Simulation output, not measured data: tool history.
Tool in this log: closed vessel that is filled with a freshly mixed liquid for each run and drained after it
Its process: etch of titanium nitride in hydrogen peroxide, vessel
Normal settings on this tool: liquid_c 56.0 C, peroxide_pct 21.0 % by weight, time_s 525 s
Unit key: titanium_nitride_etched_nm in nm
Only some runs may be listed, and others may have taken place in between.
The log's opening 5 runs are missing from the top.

run	hour	liquid_c	peroxide_pct	time_s	read-back film thickness of the titanium nitride reference wafer, read on the same gauge (nm)	titanium_nitride_etched_nm
6	57.5	56.0	21.0	525	150.01	37.64
7	66.6	56.0	21.0	525	150.01	37.32
8	80.2	56.0	26.0	525	150.00	39.46
9	86.8	56.0	26.0	525	149.99	39.21
10	103.2	56.0	26.0	525	150.02	39.17
11	117.0	56.0	21.0	615	150.00	44.01
# hour 127.2: new drum of peroxide connected
12	127.7	56.0	21.0	615	149.99	44.32
13	145.0	56.0	21.0	615	149.99	44.05
14	191.3	56.0	21.0	525	150.00	37.85
15	203.4	56.0	21.0	525	150.00	37.30
# hour 206.7: gauge calibrated
16	211.6	56.0	21.0	525	150.00	37.68
17	228.9	56.0	21.0	315	150.01	22.47
# hour 231.1: peroxide flow meter replaced
18	242.2	65.5	19.0	525	150.00	70.08
19	249.5	50.0	24.5	820	149.99	39.51
20	262.8	52.5	21.0	525	149.99	29.48
# hour 270.2: thermometer replaced
21	270.7	59.5	16.5	525	150.00	45.56
22	277.9	50.0	18.5	525	150.01	23.80
23	290.6	62.0	26.0	785	150.00	89.65
24	297.3	63.5	21.0	735	150.01	88.16
25	306.2	47.5	25.5	525	150.00	21.36
26	317.6	63.5	21.0	525	150.00	62.84
27	348.2	49.0	15.5	700	150.00	28.57
28	357.4	56.0	26.0	810	150.01	60.37
29	369.1	56.0	21.0	525	150.00	37.78
30	376.0	56.0	21.0	525	149.99	37.69

Branching from run 30: 3 alternative next runs. What would each branch give?
A	376.8	56.0	25.0	525	?	?
B	376.8	56.0	27.0	370	?	?
C	376.8	48.0	21.0	525	?	?

run	read-back film thickness of the titanium nitride reference wafer, read on the same gauge (nm)	titanium_nitride_etched_nm
A	150.01	38.94
B	150.01	27.91
C	150.01	21.19
Take away the tool's hidden state, keep each run's random variation, and the runs would have read:
run	titanium_nitride_etched_nm
A	38.94
B	27.91
C	21.19
